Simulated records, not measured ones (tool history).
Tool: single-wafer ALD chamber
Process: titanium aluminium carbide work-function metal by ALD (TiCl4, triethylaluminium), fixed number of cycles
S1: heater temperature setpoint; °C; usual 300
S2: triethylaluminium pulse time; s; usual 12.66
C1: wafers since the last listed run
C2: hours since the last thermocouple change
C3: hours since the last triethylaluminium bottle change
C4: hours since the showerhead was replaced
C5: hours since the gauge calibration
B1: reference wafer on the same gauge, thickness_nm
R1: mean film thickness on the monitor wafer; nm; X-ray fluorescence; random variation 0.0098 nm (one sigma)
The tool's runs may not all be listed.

run 1 day=0.000 | S1=300 S2=12.66 | C1=0 C2=1203.2 C3=697.9 C4=2829.7 C5=1215.8 | B1=2.052 | R1=2.105
run 2 day=3.629 | S1=300 S2=12.66 | C1=1164 C2=1290.3 C3=785.0 C4=2916.8 C5=1302.9 | B1=2.049 | R1=2.123
run 3 day=6.475 | S1=300 S2=12.66 | C1=913 C2=1358.6 C3=853.3 C4=2985.1 C5=1371.2 | B1=2.052 | R1=2.106
run 4 day=9.954 | S1=300 S2=11.07 | C1=1116 C2=1442.1 C3=936.8 C4=3068.6 C5=1454.7 | B1=2.051 | R1=2.069
-- day=12.004 thermocouple changed; heater temperature recalibrated
run 5 day=13.662 | S1=300 S2=11.07 | C1=1083 C2=39.8 C3=1025.8 C4=3157.6 C5=1543.7 | B1=2.052 | R1=2.067
run 6 day=16.138 | S1=300 S2=11.07 | C1=794 C2=99.2 C3=1085.2 C4=3217.0 C5=1603.1 | B1=2.051 | R1=2.054
run 7 day=20.442 | S1=300 S2=10.47 | C1=1381 C2=202.5 C3=1188.5 C4=3320.3 C5=1706.4 | B1=2.053 | R1=2.029
run 8 day=23.462 | S1=297 S2=16.36 | C1=969 C2=275.0 C3=1261.0 C4=3392.8 C5=1778.9 | B1=2.045 | R1=2.117
run 9 day=27.650 | S1=297 S2=16.36 | C1=1343 C2=375.5 C3=1361.5 C4=3493.3 C5=1879.4 | B1=2.053 | R1=2.135
run 10 day=29.900 | S1=297 S2=16.36 | C1=722 C2=429.5 C3=1415.5 C4=3547.3 C5=1933.4 | B1=2.050 | R1=2.130
run 11 day=33.342 | S1=300 S2=12.66 | C1=1104 C2=512.1 C3=1498.1 C4=3629.9 C5=2016.0 | B1=2.052 | R1=2.087
-- day=36.379 gauge calibrated
run 12 day=37.012 | S1=300 S2=12.66 | C1=1177 C2=600.2 C3=1586.2 C4=3718.0 C5=15.2 | B1=2.051 | R1=2.113
run 13 day=40.746 | S1=300 S2=12.66 | C1=1198 C2=689.8 C3=1675.8 C4=3807.6 C5=104.8 | B1=2.052 | R1=2.089
run 14 day=43.312 | S1=296 S2=12.66 | C1=823 C2=751.4 C3=1737.4 C4=3869.2 C5=166.4 | B1=2.048 | R1=2.063
run 15 day=45.004 | S1=296 S2=12.66 | C1=542 C2=792.0 C3=1778.0 C4=3909.8 C5=207.0 | B1=2.050 | R1=2.048
run 16 day=47.679 | S1=296 S2=12.66 | C1=858 C2=856.2 C3=1842.2 C4=3974.0 C5=271.2 | B1=2.053 | R1=2.067
-- day=49.558 triethylaluminium bottle replaced
run 17 day=51.796 | S1=300 S2=7.70 | C1=1214 C2=955.0 C3=53.7 C4=4072.8 C5=370.0 | B1=2.051 | R1=1.533
run 18 day=54.571 | S1=290 S2=11.06 | C1=890 C2=1021.6 C3=120.3 C4=4139.4 C5=436.6 | B1=2.052 | R1=1.784
run 19 day=56.783 | S1=300 S2=11.07 | C1=710 C2=1074.7 C3=173.4 C4=4192.5 C5=489.7 | B1=2.050 | R1=1.838
-- day=57.200 showerhead replaced
run 20 day=58.804 | S1=314 S2=10.53 | C1=541 C2=1123.2 C3=221.9 C4=38.5 C5=538.2 | B1=2.051 | R1=1.925
run 21 day=61.975 | S1=288 S2=15.53 | C1=1017 C2=1199.3 C3=298.0 C4=114.6 C5=614.3 | B1=2.050 | R1=1.917
run 22 day=66.283 | S1=286 S2=14.05 | C1=1382 C2=1302.7 C3=401.4 C4=218.0 C5=717.7 | B1=2.050 | R1=1.820
-- day=69.479 thermocouple changed; heater temperature recalibrated
run 23 day=69.796 | S1=300 S2=12.66 | C1=1020 C2=7.6 C3=485.7 C4=302.3 C5=802.0 | B1=2.053 | R1=1.847
run 24 day=73.496 | S1=300 S2=9.94 | C1=1187 C2=96.4 C3=574.5 C4=391.1 C5=890.8 | B1=2.047 | R1=1.621
run 25 day=75.838 | S1=308 S2=9.37 | C1=751 C2=152.6 C3=630.7 C4=447.3 C5=947.0 | B1=2.052 | R1=1.600
-- day=76.521 triethylaluminium bottle replaced, repeated, since the last time left the tool worse
run 26 day=79.558 | S1=287 S2=8.92 | C1=1087 C2=241.9 C3=72.9 C4=536.6 C5=1036.3 | B1=2.051 | R1=1.907
run 27 day=82.704 | S1=312 S2=12.66 | C1=1009 C2=317.4 C3=148.4 C4=612.1 C5=1111.8 | B1=2.049 | R1=2.270
run 28 day=86.279 | S1=310 S2=16.16 | C1=1147 C2=403.2 C3=234.2 C4=697.9 C5=1197.6 | B1=2.045 | R1=2.287
run 29 day=89.338 | S1=308 S2=12.66 | C1=981 C2=476.6 C3=307.6 C4=771.3 C5=1271.0 | B1=2.052 | R1=2.210
run 30 day=92.600 | S1=300 S2=16.26 | C1=1046 C2=554.9 C3=385.9 C4=849.6 C5=1349.3 | B1=2.046 | R1=2.162
run 31 day=95.654 | S1=290 S2=16.37 | C1=980 C2=628.2 C3=459.2 C4=922.9 C5=1422.6 | B1=2.045 | R1=2.058
run 32 day=102.117 | S1=304 S2=9.91 | C1=2073 C2=783.3 C3=614.3 C4=1078.0 C5=1577.7 | B1=2.051 | R1=2.077
run 33 day=104.100 | S1=300 S2=12.66 | C1=636 C2=830.9 C3=661.9 C4=1125.6 C5=1625.3 | B1=2.052 | R1=2.137
run 34 day=108.508 | S1=291 S2=17.10 | C1=1414 C2=936.7 C3=767.7 C4=1231.4 C5=1731.1 | B1=2.051 | R1=2.088

Forecast each of these 3 alternatives for the next run:
run A day=108.525 | S1=300 S2=12.66 | C1=5 C2=937.1 C3=768.1 C4=1231.8 C5=1731.5 | B1=? | R1=?
run B day=108.525 | S1=292 S2=9.37 | C1=5 C2=937.1 C3=768.1 C4=1231.8 C5=1731.5 | B1=? | R1=?
run C day=108.525 | S1=305 S2=9.56 | C1=5 C2=937.1 C3=768.1 C4=1231.8 C5=1731.5 | B1=? | R1=?

run=A B1=2.051 R1=2.138
run=B B1=2.051 R1=1.920
run=C B1=2.051 R1=2.059
Without the tool's hidden state the same runs would have given:
run=A R1=2.172
run=B R1=2.000
run=C R1=2.141

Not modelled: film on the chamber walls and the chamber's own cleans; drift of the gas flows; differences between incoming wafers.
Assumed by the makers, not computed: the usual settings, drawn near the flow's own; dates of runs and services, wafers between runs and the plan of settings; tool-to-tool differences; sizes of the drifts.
